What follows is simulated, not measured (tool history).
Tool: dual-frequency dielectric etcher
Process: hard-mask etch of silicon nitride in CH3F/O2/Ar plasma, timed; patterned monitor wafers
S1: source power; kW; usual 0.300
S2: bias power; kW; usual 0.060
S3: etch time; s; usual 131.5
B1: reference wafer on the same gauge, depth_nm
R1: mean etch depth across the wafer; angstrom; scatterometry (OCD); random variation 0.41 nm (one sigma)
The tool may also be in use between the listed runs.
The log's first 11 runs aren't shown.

| run | hour | S1 | S2 | S3 | B1 | R1 |
|---|---|---|---|---|---|---|
|  | 723.5 | bias power generator calibrated |
| 12 | 759.6 | 0.300 | 0.060 | 131.5 | 65.6 | 711 |
| 13 | 839.6 | 0.270 | 0.060 | 131.5 | 65.7 | 673 |
| 14 | 906.2 | 0.300 | 0.060 | 131.5 | 65.6 | 696 |
|  | 969.2 | wet clean of the chamber |
| 15 | 1162.6 | 0.240 | 0.066 | 149.0 | 65.6 | 787 |
| 16 | 1229.1 | 0.350 | 0.065 | 113.5 | 65.6 | 688 |
| 17 | 1361.3 | 0.300 | 0.049 | 131.5 | 65.4 | 645 |
|  | 1398.9 | upper electrode replaced |
|  | 1424.2 | source power generator calibrated |
| 18 | 1443.3 | 0.330 | 0.071 | 97.0 | 65.6 | 585 |
|  | 1478.9 | wet clean of the chamber |
| 19 | 1535.7 | 0.300 | 0.071 | 131.5 | 65.6 | 789 |
| 20 | 1622.5 | 0.300 | 0.060 | 131.5 | 65.7 | 715 |
| 21 | 1719.5 | 0.300 | 0.060 | 162.5 | 65.7 | 886 |
| 22 | 1776.0 | 0.300 | 0.048 | 131.5 | 65.7 | 633 |
|  | 1828.1 | gauge calibrated |
| 23 | 1867.0 | 0.300 | 0.060 | 131.5 | 65.6 | 702 |
| 24 | 1966.0 | 0.340 | 0.060 | 131.5 | 65.5 | 734 |
|  | 2017.2 | wet clean of the chamber |
| 25 | 2026.9 | 0.240 | 0.060 | 131.5 | 65.7 | 675 |
| 26 | 2086.1 | 0.300 | 0.073 | 145.0 | 65.5 | 887 |
| 27 | 2180.5 | 0.370 | 0.069 | 168.5 | 65.5 | 1075 |
| 28 | 2218.9 | 0.300 | 0.060 | 131.5 | 65.6 | 727 |
| 29 | 2316.8 | 0.300 | 0.060 | 131.5 | 65.7 | 724 |
| 30 | 2427.8 | 0.300 | 0.060 | 131.5 | 65.6 | 705 |

4 ways to go on from here, each from the tool as it stands after run 30. What would each give?
| A | 2428.3 | 0.300 | 0.060 | 131.5 | ? | ? |
| B | 2428.3 | 0.300 | 0.060 | 168.0 | ? | ? |
| C | 2428.3 | 0.300 | 0.067 | 94.5 | ? | ? |
| D | 2428.3 | 0.250 | 0.060 | 107.5 | ? | ? |

| run | B1 | R1 |
|---|---|---|
| A | 65.6 | 711 |
| B | 65.6 | 909 |
| C | 65.6 | 540 |
| D | 65.6 | 544 |
Without the tool's hidden state the same runs would have given:
| run | R1 |
|---|---|
| A | 734 |
| B | 937 |
| C | 557 |
| D | 561 |

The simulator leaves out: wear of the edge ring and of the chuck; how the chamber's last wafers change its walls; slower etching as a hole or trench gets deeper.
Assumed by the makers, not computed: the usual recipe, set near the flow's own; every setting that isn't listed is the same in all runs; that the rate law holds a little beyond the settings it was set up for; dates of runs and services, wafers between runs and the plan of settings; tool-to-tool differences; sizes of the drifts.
